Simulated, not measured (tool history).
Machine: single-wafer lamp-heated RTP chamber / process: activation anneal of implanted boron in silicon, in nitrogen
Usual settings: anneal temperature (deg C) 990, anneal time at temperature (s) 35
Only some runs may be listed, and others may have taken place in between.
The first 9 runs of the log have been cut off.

run,hour,anneal temperature (deg C),anneal time at temperature (s),"read-back reference wafer on the same gauge, sheet resistance",sheet resistance of the implanted and annealed layer (ohm/square)
# hour 154.3: reflector plate cleaned
10,154.8,976,41,74.31,77.47
11,155.1,976,41,74.11,78.22
12,161.4,976,41,74.12,77.94
13,210.1,990,30,74.14,74.75
# hour 220.2: gauge calibrated
# hour 229.8: pyrometer window cleaned and pyrometer calibrated
14,230.3,990,30,74.20,78.03
15,237.4,990,35,74.18,77.11
16,245.0,990,35,74.24,77.83
17,254.1,967,23,74.29,91.08
18,261.1,1006,35,74.38,72.79
19,274.9,1018,52,74.24,69.85
20,285.6,1014,28,74.11,72.18
21,299.3,972,43,74.21,81.41
22,312.4,990,35,74.20,75.87
23,328.4,970,46,74.27,82.17
24,343.4,965,35,74.14,86.56
25,350.1,990,35,74.11,75.18
26,360.5,1000,35,74.17,73.93
27,373.4,1017,15,74.20,71.99

Estimate the outcome of run 28 from the log above:
28,383.3,990,49,?,?

Run 28 produced read-back reference wafer on the same gauge, sheet resistance 74.13, sheet resistance of the implanted and annealed layer (ohm/square) 74.10.
Minus the tool's unlogged condition, the same run would have read sheet resistance of the implanted and annealed layer (ohm/square) 76.14.
